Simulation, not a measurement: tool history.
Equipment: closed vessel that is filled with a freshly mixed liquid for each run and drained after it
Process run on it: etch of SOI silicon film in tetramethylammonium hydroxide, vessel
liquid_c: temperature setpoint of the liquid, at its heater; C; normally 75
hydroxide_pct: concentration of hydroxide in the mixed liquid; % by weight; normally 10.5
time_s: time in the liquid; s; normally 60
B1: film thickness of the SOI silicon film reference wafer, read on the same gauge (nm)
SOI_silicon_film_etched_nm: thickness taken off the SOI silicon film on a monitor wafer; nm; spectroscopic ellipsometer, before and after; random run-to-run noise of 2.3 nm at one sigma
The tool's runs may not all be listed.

{"run": 1, "hour": 0.0, "liquid_c": 70, "hydroxide_pct": 10.5, "time_s": 60, "B1": 89.99, "SOI_silicon_film_etched_nm": 337.93}
{"run": 2, "hour": 12.9, "liquid_c": 70, "hydroxide_pct": 10.5, "time_s": 60, "B1": 90.01, "SOI_silicon_film_etched_nm": 339.65}
{"run": 3, "hour": 19.8, "liquid_c": 75, "hydroxide_pct": 10.5, "time_s": 75, "B1": 90.01, "SOI_silicon_film_etched_nm": 567.86}
{"run": 4, "hour": 34.1, "liquid_c": 75, "hydroxide_pct": 10.5, "time_s": 75, "B1": 90, "SOI_silicon_film_etched_nm": 568.36}
{"run": 5, "hour": 46.1, "liquid_c": 75, "hydroxide_pct": 10.5, "time_s": 75, "B1": 89.99, "SOI_silicon_film_etched_nm": 565.74}
{"run": 6, "hour": 57.8, "liquid_c": 75, "hydroxide_pct": 10.5, "time_s": 60, "B1": 90, "SOI_silicon_film_etched_nm": 454.46}
{"run": 7, "hour": 68.8, "liquid_c": 68.5, "hydroxide_pct": 10.5, "time_s": 60, "B1": 89.99, "SOI_silicon_film_etched_nm": 307.93}
{"hour": 100.9, "done": "thermometer replaced"}
{"run": 8, "hour": 116.9, "liquid_c": 68.5, "hydroxide_pct": 10.5, "time_s": 60, "B1": 89.99, "SOI_silicon_film_etched_nm": 351.12}
{"hour": 120.6, "done": "hydroxide flow meter replaced"}
{"run": 9, "hour": 124.7, "liquid_c": 75, "hydroxide_pct": 10.5, "time_s": 60, "B1": 90.02, "SOI_silicon_film_etched_nm": 517.3}
{"run": 10, "hour": 141.6, "liquid_c": 75, "hydroxide_pct": 10.5, "time_s": 60, "B1": 90.03, "SOI_silicon_film_etched_nm": 510.8}
{"run": 11, "hour": 157.2, "liquid_c": 75, "hydroxide_pct": 10.5, "time_s": 60, "B1": 90.01, "SOI_silicon_film_etched_nm": 516.92}
{"run": 12, "hour": 168.7, "liquid_c": 81, "hydroxide_pct": 9, "time_s": 75, "B1": 90, "SOI_silicon_film_etched_nm": 956.49}
{"run": 13, "hour": 175.1, "liquid_c": 75, "hydroxide_pct": 10.5, "time_s": 60, "B1": 90, "SOI_silicon_film_etched_nm": 514.39}
{"run": 14, "hour": 192.5, "liquid_c": 75, "hydroxide_pct": 8, "time_s": 60, "B1": 89.99, "SOI_silicon_film_etched_nm": 564.56}
{"run": 15, "hour": 198.9, "liquid_c": 80, "hydroxide_pct": 8, "time_s": 60, "B1": 89.97, "SOI_silicon_film_etched_nm": 751.91}
{"run": 16, "hour": 210.1, "liquid_c": 83, "hydroxide_pct": 10.5, "time_s": 85, "B1": 89.98, "SOI_silicon_film_etched_nm": 1138.25}
{"run": 17, "hour": 225.3, "liquid_c": 75, "hydroxide_pct": 10.5, "time_s": 60, "B1": 89.99, "SOI_silicon_film_etched_nm": 513.94}
{"run": 18, "hour": 242.4, "liquid_c": 69, "hydroxide_pct": 12.5, "time_s": 60, "B1": 90, "SOI_silicon_film_etched_nm": 335.25}
{"hour": 250.9, "done": "gauge calibrated"}
{"run": 19, "hour": 275.0, "liquid_c": 75, "hydroxide_pct": 11.5, "time_s": 60, "B1": 90, "SOI_silicon_film_etched_nm": 491.68}
{"run": 20, "hour": 284.6, "liquid_c": 75, "hydroxide_pct": 10.5, "time_s": 60, "B1": 89.99, "SOI_silicon_film_etched_nm": 510.05}

Estimate the outcome of run 21 from the log above:
{"run": 21, "hour": 300.0, "liquid_c": 71.5, "hydroxide_pct": 12.5, "time_s": 60, "B1": "?", "SOI_silicon_film_etched_nm": "?"}

Run 21 produced B1 90.02, SOI_silicon_film_etched_nm 388.21 nm.
Take away the tool's hidden state, keep the run-to-run variation as it was, and the same run would have given SOI_silicon_film_etched_nm 401.32 nm.
